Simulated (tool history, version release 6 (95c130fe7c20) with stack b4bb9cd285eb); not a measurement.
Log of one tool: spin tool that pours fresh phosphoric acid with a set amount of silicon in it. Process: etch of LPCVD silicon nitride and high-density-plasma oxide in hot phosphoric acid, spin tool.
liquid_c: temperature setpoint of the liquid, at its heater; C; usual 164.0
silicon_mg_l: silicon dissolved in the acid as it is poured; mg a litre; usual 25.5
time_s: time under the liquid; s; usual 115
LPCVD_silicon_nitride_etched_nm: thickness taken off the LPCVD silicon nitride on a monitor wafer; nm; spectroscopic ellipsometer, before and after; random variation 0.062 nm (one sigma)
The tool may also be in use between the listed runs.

run,hour,liquid_c,silicon_mg_l,time_s,wafers since the last listed run,hours since the thermometer was replaced,hours since the dissolved silicon flow meter was replaced,hours since the heated supply line was repaired,hours since the gauge calibration,"read-back film thickness of the LPCVD silicon nitride reference wafer, read on the same gauge (nm)",LPCVD_silicon_nitride_etched_nm
1,0.0,164.0,25.5,115,0,1490.0,26.3,42.9,277.6,109.99,12.99
# hour 4.2: thermometer replaced
2,22.8,164.0,25.5,115,227,18.6,49.1,65.7,300.4,110.00,12.23
3,56.5,163.0,25.5,115,350,52.3,82.8,99.4,334.1,109.99,11.74
4,70.1,163.0,25.5,115,141,65.9,96.4,113.0,347.7,110.01,11.71
5,88.0,164.0,9.5,115,186,83.8,114.3,130.9,365.6,110.00,12.21
6,111.7,164.0,25.5,115,246,107.5,138.0,154.6,389.3,110.02,12.27
7,124.1,161.5,42.0,145,129,119.9,150.4,167.0,401.7,110.00,14.12
8,151.3,164.0,25.5,90,283,147.1,177.6,194.2,428.9,110.01,9.42
# hour 163.4: gauge calibrated
9,167.9,162.0,14.5,175,172,163.7,194.2,210.8,4.5,110.00,17.29
10,197.7,164.0,25.5,115,310,193.5,224.0,240.6,34.3,109.99,12.10
11,228.4,167.0,18.5,140,319,224.2,254.7,271.3,65.0,110.00,16.14
12,252.6,164.0,25.5,160,252,248.4,278.9,295.5,89.2,110.01,17.01
13,273.1,164.0,25.5,165,213,268.9,299.4,316.0,109.7,110.00,17.39
14,293.9,164.0,42.0,180,216,289.7,320.2,336.8,130.5,110.02,18.88
15,322.6,164.0,25.5,115,298,318.4,348.9,365.5,159.2,110.02,12.06
16,356.9,164.0,25.5,115,357,352.7,383.2,399.8,193.5,110.00,12.13
17,376.0,162.5,25.5,180,198,371.8,402.3,418.9,212.6,110.00,18.06
18,403.7,164.0,25.5,115,288,399.5,430.0,446.6,240.3,109.99,12.03
19,426.7,163.0,13.5,170,239,422.5,453.0,469.6,263.3,110.00,17.38
20,441.1,164.0,25.5,115,149,436.9,467.4,484.0,277.7,109.99,12.07
21,475.4,164.0,25.5,115,357,471.2,501.7,518.3,312.0,109.99,12.09
22,492.0,165.5,25.5,115,172,487.8,518.3,534.9,328.6,110.01,12.79

How the hidden state differs across the entries between the runs, from the last listed run before each to the first after it:
Between runs 1 and 2: thermometer replaced (hour 4.2)
  liquid hotter than its thermometer reads (K): 1.64 -> 0.033; temperature lost on the way to the wafer (K): 0.337 -> 0.376
  measured less the result without the state, LPCVD_silicon_nitride_etched_nm: +0.55 -> -0.14 nm
Between runs 8 and 9: gauge calibrated (hour 163.4)
  liquid hotter than its thermometer reads (K): 0.155 -> 0.17; temperature lost on the way to the wafer (K): 0.596 -> 0.624
  measured less the result without the state, LPCVD_silicon_nitride_etched_nm: -0.14 -> -0.26 nm

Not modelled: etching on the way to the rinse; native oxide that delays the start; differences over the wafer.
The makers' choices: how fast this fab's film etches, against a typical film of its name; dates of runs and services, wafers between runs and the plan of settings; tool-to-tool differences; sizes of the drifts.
